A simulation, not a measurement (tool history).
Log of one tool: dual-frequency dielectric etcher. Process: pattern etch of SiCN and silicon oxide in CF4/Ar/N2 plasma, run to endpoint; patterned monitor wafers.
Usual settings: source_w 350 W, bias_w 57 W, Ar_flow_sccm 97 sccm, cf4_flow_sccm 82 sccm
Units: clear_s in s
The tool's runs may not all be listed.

run	day	source_w	bias_w	Ar_flow_sccm	cf4_flow_sccm	wafers since the last listed run	hours since the last wet clean	hours since the last source power generator calibration	hours since the last bias power generator calibration	hours since the last Ar flow controller change	hours since the last CF4 flow controller change	hours since the last upper electrode change	incoming incoming film thickness, nm	clear_s
1	0	350	57	97	82	0	352.7	3570.1	1335	3708.1	1472.6	3552	11.09	16.4
2	0.508	350	57	97	82	256	364.9	3582.3	1347.2	3720.3	1484.8	3564.2	11.05	16.3
3	0.958	350	57	97	77	226	375.7	3593.1	1358	3731.1	1495.6	3575	11.11	16.6
4	1.312	350	57	97	77	178	384.2	3601.6	1366.5	3739.6	1504.1	3583.5	11.12	16.5
# day 1.488: bias power generator calibrated
# day 1.8: source power generator calibrated
5	1.821	350	57	97	77	88	396.4	0.5	8	3751.8	1516.3	3595.7	11.06	16.5
6	2.012	350	57	97	82	96	401	5.1	12.6	3756.4	1520.9	3600.3	11.01	16.2
# day 3.346: wet clean of the chamber
7	3.367	330	50	109	66	178	0.5	37.6	45.1	3788.9	1553.4	3632.8	11.05	19.2
8	3.379	260	62	77	82	6	0.8	37.9	45.4	3789.2	1553.7	3633.1	11.13	23.2
9	3.496	350	57	97	82	58	3.6	40.7	48.2	3792	1556.5	3635.9	11.04	16.7
# day 4.354: Ar flow controller replaced
10	4.375	350	57	86	63	317	24.7	61.8	69.3	0.5	1577.6	3657	11.01	17.3
# day 4.996: CF4 flow controller replaced
11	5.642	350	57	97	82	512	55.1	92.2	99.7	30.9	15.5	3687.4	11.06	16.7
# day 6.679: upper electrode replaced
12	6.7	350	57	97	94	29	80.5	117.6	125.1	56.3	40.9	0.5	11.06	16.3
13	6.712	350	57	97	82	6	80.8	117.9	125.4	56.6	41.2	0.8	11.15	16.7
14	6.975	350	57	97	82	132	87.1	124.2	131.7	62.9	47.5	7.1	11.05	16.7
15	7.542	350	57	104	82	285	100.7	137.8	145.3	76.5	61.1	20.7	11.18	16.9

The next listed run, before its measurement:
16	8.038	350	57	97	88	249	112.6	149.7	157.2	88.4	73	32.6	11.16	?

Run 16 gave clear_s 16.6 s.
Without the tool's hidden state the same run would have given clear_s 16.7 s.

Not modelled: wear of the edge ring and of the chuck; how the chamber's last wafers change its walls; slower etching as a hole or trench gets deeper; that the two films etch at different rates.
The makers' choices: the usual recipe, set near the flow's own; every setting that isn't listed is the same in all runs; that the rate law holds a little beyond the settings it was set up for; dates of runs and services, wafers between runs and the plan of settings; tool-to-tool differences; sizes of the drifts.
